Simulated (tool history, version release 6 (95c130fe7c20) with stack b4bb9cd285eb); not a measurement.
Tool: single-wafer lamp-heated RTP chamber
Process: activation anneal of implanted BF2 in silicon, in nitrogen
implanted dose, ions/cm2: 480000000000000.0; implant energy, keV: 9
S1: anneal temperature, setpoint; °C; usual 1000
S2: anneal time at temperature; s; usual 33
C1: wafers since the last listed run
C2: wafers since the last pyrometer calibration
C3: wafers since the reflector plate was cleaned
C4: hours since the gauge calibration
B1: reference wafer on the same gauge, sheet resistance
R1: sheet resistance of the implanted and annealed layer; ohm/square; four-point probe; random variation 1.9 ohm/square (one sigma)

run	hour	S1	S2	C1	C2	C3	C4	B1	R1
1	0	1000	33	0	3382	4899	730.2	263.41	323.26
2	48.2	1000	33	654	4036	5554	778.4	263.09	320.37
3	104.3	1000	33	762	4798	6316	834.5	263	322.67
# hour 114: pyrometer window cleaned and pyrometer calibrated
# hour 180.8: reflector plate cleaned
4	198.2	1000	33	1058	1035	235	928.4	263.04	328.49
5	295.7	1000	33	1324	2359	1560	1025.9	263.13	321.94
6	404.2	1000	33	1473	3833	3033	1134.4	262.9	319.15
# hour 492.3: pyrometer window cleaned and pyrometer calibrated
7	505.8	1000	33	1271	183	4305	1236	262.95	320.41
8	560.7	1000	33	745	928	5051	1290.9	263.1	321.8
# hour 606.8: reflector plate cleaned
9	635.8	1000	33	911	1840	393	1366	262.97	318.05
10	711.4	1010	33	1026	2867	1420	1441.6	263.18	310.36
11	794.4	1010	33	1127	3994	2547	1524.6	263.14	310.65
# hour 849.7: gauge calibrated
12	853.5	1023	33	802	4797	3350	3.8	262.66	288.15
# hour 875.8: reflector plate cleaned, repeated, since the last time left the tool worse
# hour 898.9: pyrometer window cleaned and pyrometer calibrated
13	990.8	984	49	1647	1247	1454	141.1	263.22	327.96
14	1097.2	1000	33	1445	2693	2899	247.5	263.19	322.07
15	1175.7	1020	33	1066	3759	3965	326	262.71	300.51
16	1254	1000	33	1063	4822	5029	404.3	262.81	326.04
17	1352.4	1000	33	1336	6159	6365	502.7	262.95	323.09
# hour 1363.2: pyrometer window cleaned and pyrometer calibrated
# hour 1408.8: reflector plate cleaned
18	1450	1000	53	1108	1070	559	600.3	262.86	309.51
19	1529.5	1019	33	1079	2150	1639	679.8	262.95	305.39
20	1755	1011	33	3062	5213	4702	905.3	263.01	312.92
# hour 1817.1: pyrometer window cleaned and pyrometer calibrated
21	1828.2	1000	14	885	150	5588	978.5	263.01	346.1
# hour 1842.5: reflector plate cleaned
22	1897.7	985	21	835	985	750	1048	262.78	357.55
23	1987.5	980	41	1219	2205	1969	1137.8	262.97	340.54
24	2061.7	1000	33	1007	3213	2977	1212	262.96	322.66
25	2105.6	1000	46	596	3809	3574	1255.9	263.18	316.53

How the hidden state differs across the entries between the runs, from the last listed run before each to the first after it:
Between runs 3 and 4: pyrometer window cleaned and pyrometer calibrated (hour 114); reflector plate cleaned (hour 180.8)
  wafer temperature error from the tarnished reflector plate, K: 5 -> 0.561
  measured less the result without the state, R1: -4.47 -> -0.52 ohm/square
Between runs 6 and 7: pyrometer window cleaned and pyrometer calibrated (hour 492.3)
  wafer temperature error from the tarnished reflector plate, K: 3.21 -> 3.7
  measured less the result without the state, R1: -2.85 -> -3.29 ohm/square
Between runs 8 and 9: reflector plate cleaned (hour 606.8)
  wafer temperature error from the tarnished reflector plate, K: 3.86 -> 7.76
  measured less the result without the state, R1: -3.45 -> -6.83 ohm/square
Between runs 11 and 12: gauge calibrated (hour 849.7)
  wafer temperature error from the tarnished reflector plate, K: 9.9 -> 10.3
  measured less the result without the state, R1: -10.09 -> -14 ohm/square
Between runs 12 and 13: reflector plate cleaned, repeated, since the last time left the tool worse (hour 875.8); pyrometer window cleaned and pyrometer calibrated (hour 898.9)
  wafer temperature error from the tarnished reflector plate, K: 10.3 -> 2.94
  measured less the result without the state, R1: -14 -> -3.54 ohm/square
Between runs 17 and 18: pyrometer window cleaned and pyrometer calibrated (hour 1363.2); reflector plate cleaned (hour 1408.8)
  wafer temperature error from the tarnished reflector plate, K: 4.77 -> 1.14
  measured less the result without the state, R1: -4.27 -> -1.26 ohm/square
Between runs 20 and 21: pyrometer window cleaned and pyrometer calibrated (hour 1817.1)
  wafer temperature error from the tarnished reflector plate, K: 3.85 -> 4.03
  measured less the result without the state, R1: -3.66 -> -5.33 ohm/square
Between runs 21 and 22: reflector plate cleaned (hour 1842.5)
  wafer temperature error from the tarnished reflector plate, K: 4.03 -> 1.38
  measured less the result without the state, R1: -5.33 -> -2.75 ohm/square

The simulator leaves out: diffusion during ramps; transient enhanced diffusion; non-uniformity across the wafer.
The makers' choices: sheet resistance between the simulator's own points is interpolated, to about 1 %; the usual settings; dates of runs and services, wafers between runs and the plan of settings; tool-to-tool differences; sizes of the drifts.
